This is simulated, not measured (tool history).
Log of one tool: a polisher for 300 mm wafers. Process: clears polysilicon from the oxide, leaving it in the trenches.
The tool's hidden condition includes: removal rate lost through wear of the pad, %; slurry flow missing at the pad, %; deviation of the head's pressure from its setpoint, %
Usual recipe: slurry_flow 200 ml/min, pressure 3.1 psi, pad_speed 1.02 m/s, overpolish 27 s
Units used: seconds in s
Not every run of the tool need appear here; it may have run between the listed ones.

run,hour,slurry_flow,pressure,pad_speed,overpolish,wafers since the last listed run,wafers polished on this pad,hours since the slurry nozzle was cleaned,hours since the head pressure was calibrated,"incoming thickness of the incoming film, nm",seconds
1,0,240,3.1,1.02,31,0,370,361.4,295.9,439.5,25.6
# hour 4.1: slurry nozzle cleaned
2,24.6,200,3.1,1.02,27,268,639,20.5,320.5,440.2,26.7
3,56.5,200,3.1,1.02,27,362,1001,52.4,352.4,438.9,27.3
4,80,245,3.1,1.02,27,267,1268,75.9,375.9,442.2,26.4
# hour 84.2: worn pad replaced by a new one
5,110.7,245,3.1,1.02,27,303,300,106.6,406.6,435.4,25.3
6,128.7,200,3.1,1.02,27,204,505,124.6,424.6,447.4,27
7,155,200,3.1,1.02,23,298,804,150.9,450.9,440,26.4
8,171.7,200,3.1,1.02,23,189,994,167.6,467.6,438.6,26.6
# hour 177.6: worn pad replaced by a new one
9,190.5,235,3.1,1.02,27,168,146,186.4,486.4,442.5,25.5
10,223.9,235,3.1,1.02,27,379,526,219.8,519.8,438.4,26.1
11,238,235,3.1,1.02,27,160,686,233.9,533.9,445.8,26.3
12,263.2,200,3.1,0.82,14,286,973,259.1,559.1,443.8,33.9
# hour 271: worn pad replaced by a new one
13,290.1,200,3.1,1.02,27,260,217,286,586,442.1,26.1
# hour 300.4: head pressure recalibrated
14,308.8,230,2.7,1.22,41,189,407,304.7,8.4,449,24.5
15,334.4,245,3.9,1.32,20,290,698,330.3,34,448.2,16.8
16,358.7,200,4.2,1.02,27,276,974,354.6,58.3,434.4,20.5
# hour 363.8: worn pad replaced by a new one
# hour 383.3: slurry nozzle cleaned
17,389.3,200,3.1,1.02,27,290,278,6,88.9,439.2,26.1
18,401.7,200,3.1,1.02,15,140,419,18.4,101.3,441.7,26.3
19,426.4,160,2.8,1.02,27,280,699,43.1,126,437.5,30
20,455.8,170,4,0.74,20,334,1034,72.5,155.4,440,31.7
# hour 472.1: worn pad replaced by a new one
21,488.2,200,3.1,1.02,27,322,183,104.9,187.8,433.4,25.4
22,503.1,200,3.1,1.02,27,169,352,119.8,202.7,433.6,26.5
23,522.6,240,2.4,1.2,27,221,574,139.3,222.2,438.1,27.3

Here are 4 independent what-if runs from the current tool condition. What would each one return?
A,523,200,3.1,1.02,27,4,578,139.7,222.6,446.6,?
B,523,250,2.4,0.76,13,4,578,139.7,222.6,446.6,?
C,523,130,3.1,1.34,27,4,578,139.7,222.6,446.6,?
D,523,265,4.1,1.02,27,4,578,139.7,222.6,446.6,?

run,seconds
A,26.9
B,42.8
C,22
D,20.7
With no hidden state in the tool, these same runs would have given:
run,seconds
A,25.9
B,41.2
C,21.2
D,19.9
